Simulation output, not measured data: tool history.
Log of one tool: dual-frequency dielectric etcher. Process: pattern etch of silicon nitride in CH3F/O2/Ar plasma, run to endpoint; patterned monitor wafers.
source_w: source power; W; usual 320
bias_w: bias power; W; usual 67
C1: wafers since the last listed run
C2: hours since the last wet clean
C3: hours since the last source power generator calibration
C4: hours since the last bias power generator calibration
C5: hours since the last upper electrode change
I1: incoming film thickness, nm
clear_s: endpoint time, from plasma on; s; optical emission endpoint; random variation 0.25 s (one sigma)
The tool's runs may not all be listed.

{"run": 1, "hour": 0.0, "source_w": 340, "bias_w": 71, "C1": 0, "C2": 98.2, "C3": 4730.6, "C4": 1658.2, "C5": 3594.8, "I1": 32.5, "clear_s": 56.2}
{"run": 2, "hour": 33.8, "source_w": 340, "bias_w": 71, "C1": 383, "C2": 132, "C3": 4764.4, "C4": 1692, "C5": 3628.6, "I1": 32.67, "clear_s": 56.9}
{"run": 3, "hour": 60.1, "source_w": 320, "bias_w": 67, "C1": 298, "C2": 158.3, "C3": 4790.7, "C4": 1718.3, "C5": 3654.9, "I1": 32.82, "clear_s": 59.2}
{"run": 4, "hour": 78.7, "source_w": 320, "bias_w": 67, "C1": 211, "C2": 176.9, "C3": 4809.3, "C4": 1736.9, "C5": 3673.5, "I1": 32.77, "clear_s": 59.2}
{"run": 5, "hour": 94.4, "source_w": 320, "bias_w": 67, "C1": 178, "C2": 192.6, "C3": 4825, "C4": 1752.6, "C5": 3689.2, "I1": 32.86, "clear_s": 59.3}
{"run": 6, "hour": 113.6, "source_w": 320, "bias_w": 67, "C1": 218, "C2": 211.8, "C3": 4844.2, "C4": 1771.8, "C5": 3708.4, "I1": 33.15, "clear_s": 59.6}
{"run": 7, "hour": 132.0, "source_w": 320, "bias_w": 67, "C1": 209, "C2": 230.2, "C3": 4862.6, "C4": 1790.2, "C5": 3726.8, "I1": 32.99, "clear_s": 59.6}
{"run": 8, "hour": 153.3, "source_w": 320, "bias_w": 67, "C1": 241, "C2": 251.5, "C3": 4883.9, "C4": 1811.5, "C5": 3748.1, "I1": 32.87, "clear_s": 59.7}
{"run": 9, "hour": 208.4, "source_w": 320, "bias_w": 67, "C1": 625, "C2": 306.6, "C3": 4939, "C4": 1866.6, "C5": 3803.2, "I1": 33.11, "clear_s": 60.4}
{"hour": 274.2, "done": "upper electrode replaced"}
{"run": 10, "hour": 314.3, "source_w": 320, "bias_w": 67, "C1": 930, "C2": 412.5, "C3": 5044.9, "C4": 1972.5, "C5": 40.1, "I1": 33.32, "clear_s": 60.9}
{"hour": 355.4, "done": "wet clean of the chamber"}
{"run": 11, "hour": 355.9, "source_w": 320, "bias_w": 57, "C1": 199, "C2": 0.5, "C3": 5086.5, "C4": 2014.1, "C5": 81.7, "I1": 33.28, "clear_s": 61.7}
{"run": 12, "hour": 356.2, "source_w": 320, "bias_w": 57, "C1": 3, "C2": 0.8, "C3": 5086.8, "C4": 2014.4, "C5": 82, "I1": 32.84, "clear_s": 60.9}
{"run": 13, "hour": 371.3, "source_w": 290, "bias_w": 67, "C1": 171, "C2": 15.9, "C3": 5101.9, "C4": 2029.5, "C5": 97.1, "I1": 32.87, "clear_s": 60.6}
{"hour": 407.2, "done": "source power generator calibrated"}
{"run": 14, "hour": 407.7, "source_w": 290, "bias_w": 67, "C1": 368, "C2": 52.3, "C3": 0.5, "C4": 2065.9, "C5": 133.5, "I1": 33.18, "clear_s": 61.6}
{"run": 15, "hour": 437.3, "source_w": 370, "bias_w": 78, "C1": 336, "C2": 81.9, "C3": 30.1, "C4": 2095.5, "C5": 163.1, "I1": 32.82, "clear_s": 53.5}
{"run": 16, "hour": 471.7, "source_w": 320, "bias_w": 76, "C1": 390, "C2": 116.3, "C3": 64.5, "C4": 2129.9, "C5": 197.5, "I1": 33.36, "clear_s": 57.6}
{"run": 17, "hour": 504.0, "source_w": 320, "bias_w": 67, "C1": 366, "C2": 148.6, "C3": 96.8, "C4": 2162.2, "C5": 229.8, "I1": 32.95, "clear_s": 58.9}
{"run": 18, "hour": 523.9, "source_w": 320, "bias_w": 78, "C1": 226, "C2": 168.5, "C3": 116.7, "C4": 2182.1, "C5": 249.7, "I1": 33.23, "clear_s": 57.6}
{"hour": 532.3, "done": "bias power generator calibrated"}
{"run": 19, "hour": 542.8, "source_w": 370, "bias_w": 59, "C1": 169, "C2": 187.4, "C3": 135.6, "C4": 10.5, "C5": 268.6, "I1": 32.92, "clear_s": 57.8}
{"run": 20, "hour": 570.2, "source_w": 320, "bias_w": 62, "C1": 311, "C2": 214.8, "C3": 163, "C4": 37.9, "C5": 296, "I1": 33.21, "clear_s": 60.9}
{"run": 21, "hour": 600.3, "source_w": 320, "bias_w": 67, "C1": 341, "C2": 244.9, "C3": 193.1, "C4": 68, "C5": 326.1, "I1": 32.82, "clear_s": 59.2}
{"run": 22, "hour": 620.1, "source_w": 320, "bias_w": 78, "C1": 224, "C2": 264.7, "C3": 212.9, "C4": 87.8, "C5": 345.9, "I1": 33.15, "clear_s": 57.6}
{"run": 23, "hour": 646.6, "source_w": 320, "bias_w": 82, "C1": 301, "C2": 291.2, "C3": 239.4, "C4": 114.3, "C5": 372.4, "I1": 32.82, "clear_s": 56.3}
{"run": 24, "hour": 664.9, "source_w": 250, "bias_w": 60, "C1": 207, "C2": 309.5, "C3": 257.7, "C4": 132.6, "C5": 390.7, "I1": 33.07, "clear_s": 67.3}
{"run": 25, "hour": 685.4, "source_w": 320, "bias_w": 67, "C1": 232, "C2": 330, "C3": 278.2, "C4": 153.1, "C5": 411.2, "I1": 32.73, "clear_s": 59.6}
{"run": 26, "hour": 715.6, "source_w": 300, "bias_w": 84, "C1": 343, "C2": 360.2, "C3": 308.4, "C4": 183.3, "C5": 441.4, "I1": 32.98, "clear_s": 58.3}
{"run": 27, "hour": 729.2, "source_w": 290, "bias_w": 67, "C1": 154, "C2": 373.8, "C3": 322, "C4": 196.9, "C5": 455, "I1": 32.8, "clear_s": 61.7}
{"run": 28, "hour": 749.5, "source_w": 350, "bias_w": 53, "C1": 230, "C2": 394.1, "C3": 342.3, "C4": 217.2, "C5": 475.3, "I1": 33.34, "clear_s": 62}

Forecast each of these 3 alternatives for the next run:
{"run": "A", "hour": 749.9, "source_w": 320, "bias_w": 67, "C1": 4, "C2": 394.5, "C3": 342.7, "C4": 217.6, "C5": 475.7, "I1": 33.05, "clear_s": "?"}
{"run": "B", "hour": 749.9, "source_w": 370, "bias_w": 67, "C1": 4, "C2": 394.5, "C3": 342.7, "C4": 217.6, "C5": 475.7, "I1": 33.05, "clear_s": "?"}
{"run": "C", "hour": 749.9, "source_w": 380, "bias_w": 74, "C1": 4, "C2": 394.5, "C3": 342.7, "C4": 217.6, "C5": 475.7, "I1": 33.05, "clear_s": "?"}

run=A clear_s=60.5
run=B clear_s=57.3
run=C clear_s=55.4
Without the tool's hidden state the same runs would have given:
run=A clear_s=59.2
run=B clear_s=56.1
run=C clear_s=54.2
